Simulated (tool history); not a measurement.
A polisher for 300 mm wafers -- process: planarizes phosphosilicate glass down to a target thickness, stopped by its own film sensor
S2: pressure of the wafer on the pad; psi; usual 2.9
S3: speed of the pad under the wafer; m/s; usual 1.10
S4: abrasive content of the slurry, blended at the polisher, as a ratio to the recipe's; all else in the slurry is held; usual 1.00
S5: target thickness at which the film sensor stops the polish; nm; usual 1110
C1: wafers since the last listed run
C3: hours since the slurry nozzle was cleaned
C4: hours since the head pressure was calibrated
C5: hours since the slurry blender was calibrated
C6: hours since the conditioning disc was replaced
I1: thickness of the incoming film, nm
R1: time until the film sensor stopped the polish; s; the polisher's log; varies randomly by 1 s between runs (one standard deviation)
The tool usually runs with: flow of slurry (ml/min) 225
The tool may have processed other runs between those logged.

Run 1, hour 0.0: usual settings but S3 1.00 m/s, S4 0.85; C1 0; wafers polished on this pad 1371; C3 32.7; C4 690.2; C5 132.3; C6 89.0; I1 1753.3. Result: R1 122.3 s.
At hour 21.6: worn pad replaced by a new one.
Run 2, hour 22.1: usual settings but S3 1.00 m/s, S4 0.85; C1 173; wafers polished on this pad 5; C3 54.8; C4 712.3; C5 154.4; C6 111.1; I1 1739.0. Result: R1 121.6 s.
Run 3, hour 34.1: usual settings but S3 1.00 m/s, S4 0.85; C1 114; wafers polished on this pad 120; C3 66.8; C4 724.3; C5 166.4; C6 123.1; I1 1768.7. Result: R1 126.0 s.
At hour 36.2: slurry blender recalibrated.
Run 4, hour 48.7: usual settings but S2 3.4 psi; C1 120; wafers polished on this pad 240; C3 81.4; C4 738.9; C5 12.5; C6 137.7; I1 1739.4. Result: R1 77.9 s.
Run 5, hour 80.7: usual settings but S2 3.4 psi; C1 306; wafers polished on this pad 547; C3 113.4; C4 770.9; C5 44.5; C6 169.7; I1 1760.0. Result: R1 86.5 s.
Run 6, hour 102.9: usual settings; C1 212; wafers polished on this pad 760; C3 135.6; C4 793.1; C5 66.7; C6 191.9; I1 1756.4. Result: R1 101.2 s.
At hour 128.0: conditioning disc replaced and pad reconditioned.
Run 7, hour 130.4: usual settings but flow of slurry (ml/min) 180, S2 2.4 psi, S3 0.92 m/s, S5 959 nm; C1 244; wafers polished on this pad 1004; C3 163.1; C4 820.6; C5 94.2; C6 2.4; I1 1764.0. Result: R1 165.7 s.
At hour 139.5: head pressure recalibrated.
Run 8, hour 163.7: usual settings but S5 912 nm; C1 299; wafers polished on this pad 1304; C3 196.4; C4 24.2; C5 127.5; C6 35.7; I1 1777.6. Result: R1 132.3 s.
Run 9, hour 186.6: usual settings but flow of slurry (ml/min) 295; C1 219; wafers polished on this pad 1523; C3 219.3; C4 47.1; C5 150.4; C6 58.6; I1 1756.2. Result: R1 93.1 s.
At hour 199.7: slurry blender recalibrated.
Run 10, hour 219.7: usual settings but flow of slurry (ml/min) 280, S4 0.75, S5 1288 nm; C1 298; wafers polished on this pad 1822; C3 252.4; C4 80.2; C5 20.0; C6 91.7; I1 1744.4. Result: R1 71.7 s.
At hour 232.7: worn pad replaced by a new one.
Run 11, hour 246.5: usual settings but flow of slurry (ml/min) 200, S3 0.74 m/s, S5 963 nm; C1 218; wafers polished on this pad 132; C3 279.2; C4 107.0; C5 46.8; C6 118.5; I1 1713.8. Result: R1 135.5 s.
Run 12, hour 276.0: usual settings but flow of slurry (ml/min) 200, S3 1.30 m/s, S5 1254 nm; C1 282; wafers polished on this pad 415; C3 308.7; C4 136.5; C5 76.3; C6 148.0; I1 1737.9. Result: R1 63.9 s.
At hour 293.1: conditioning disc replaced and pad reconditioned.
Run 13, hour 293.6: usual settings but S3 0.74 m/s; C1 149; wafers polished on this pad 564; C3 326.3; C4 154.1; C5 93.9; C6 0.5; I1 1745.3. Result: R1 115.3 s.
Run 14, hour 320.8: usual settings; C1 260; wafers polished on this pad 825; C3 353.5; C4 181.3; C5 121.1; C6 27.7; I1 1733.3. Result: R1 92.6 s.
At hour 335.0: slurry nozzle cleaned.
Run 15, hour 345.4: usual settings; C1 226; wafers polished on this pad 1051; C3 10.4; C4 205.9; C5 145.7; C6 52.3; I1 1768.9. Result: R1 102.1 s.
Run 16, hour 373.4: usual settings but flow of slurry (ml/min) 150, S2 2.6 psi; C1 268; wafers polished on this pad 1319; C3 38.4; C4 233.9; C5 173.7; C6 80.3; I1 1739.4. Result: R1 109.3 s.
At hour 377.3: slurry blender recalibrated.
Run 17, hour 389.9: usual settings; C1 138; wafers polished on this pad 1458; C3 54.9; C4 250.4; C5 12.6; C6 96.8; I1 1764.4. Result: R1 91.5 s.
At hour 421.0: worn pad replaced by a new one.
Run 18, hour 421.5: usual settings but S4 1.15, S5 904 nm; C1 264; wafers polished on this pad 4; C3 86.5; C4 282.0; C5 44.2; C6 128.4; I1 1763.0. Result: R1 114.6 s.
Run 19, hour 442.8: usual settings; C1 204; wafers polished on this pad 208; C3 107.8; C4 303.3; C5 65.5; C6 149.7; I1 1729.6. Result: R1 93.5 s.
At hour 468.2: conditioning disc replaced and pad reconditioned.
Run 20, hour 527.3: usual settings but S2 2.5 psi; C1 790; wafers polished on this pad 999; C3 192.3; C4 387.8; C5 150.0; C6 59.1; I1 1776.8. Result: R1 116.1 s.
At hour 541.0: slurry blender recalibrated.
Run 21, hour 541.5: usual settings but S2 3.5 psi, S3 1.40 m/s, S4 0.70; C1 116; wafers polished on this pad 1116; C3 206.5; C4 402.0; C5 0.5; C6 73.3; I1 1729.4. Result: R1 77.9 s.
Run 22, hour 566.9: usual settings but flow of slurry (ml/min) 275, S4 1.10; C1 243; wafers polished on this pad 1359; C3 231.9; C4 427.4; C5 25.9; C6 98.7; I1 1768.8. Result: R1 85.5 s.
Run 23, hour 591.9: usual settings but flow of slurry (ml/min) 200, S2 2.4 psi, S3 0.98 m/s, S4 0.85; C1 239; wafers polished on this pad 1599; C3 256.9; C4 452.4; C5 50.9; C6 123.7; I1 1752.0. Result: R1 128.7 s.
At hour 597.7: worn pad replaced by a new one.
Run 24, hour 618.2: usual settings but S3 0.84 m/s, S5 889 nm; C1 213; wafers polished on this pad 196; C3 283.2; C4 478.7; C5 77.2; C6 150.0; I1 1777.4. Result: R1 153.7 s.

Hidden state or all else? Some run-to-run changes of R1, split into what the settings, what came in and random variation would give without the hidden state, and what is left for the hidden state (with any gauge scatter that isn't in both results):
The tool's hidden condition here consists of: removal rate lost through wear of the pad, %; slurry flow missing at the pad, %; deviation of the head's pressure from its setpoint, %; abrasive missing from the slurry, %; time polished since the conditioner stopped cutting, s.
Run 3 -> 4: S2 2.9 -> 3.4, S3 1.00 -> 1.10, S4 0.85 -> 1.00, slurry blender recalibrated. R1 -48.1 s: hidden state -20.6, all else -27.5.
Run 6 -> 7: flow of slurry (ml/min) 225 -> 180, S2 2.9 -> 2.4, S3 1.10 -> 0.92, S5 1110 -> 959, conditioning disc replaced and pad reconditioned. R1 +64.5 s: hidden state +14.1, all else +50.4.
Run 11 -> 12: S3 0.74 -> 1.30, S5 963 -> 1254. R1 -71.6 s: hidden state -3.6, all else -68.0.
Run 20 -> 21: S2 2.5 -> 3.5, S3 1.10 -> 1.40, S4 1.00 -> 0.70, slurry blender recalibrated. R1 -38.2 s: hidden state -16.5, all else -21.7.

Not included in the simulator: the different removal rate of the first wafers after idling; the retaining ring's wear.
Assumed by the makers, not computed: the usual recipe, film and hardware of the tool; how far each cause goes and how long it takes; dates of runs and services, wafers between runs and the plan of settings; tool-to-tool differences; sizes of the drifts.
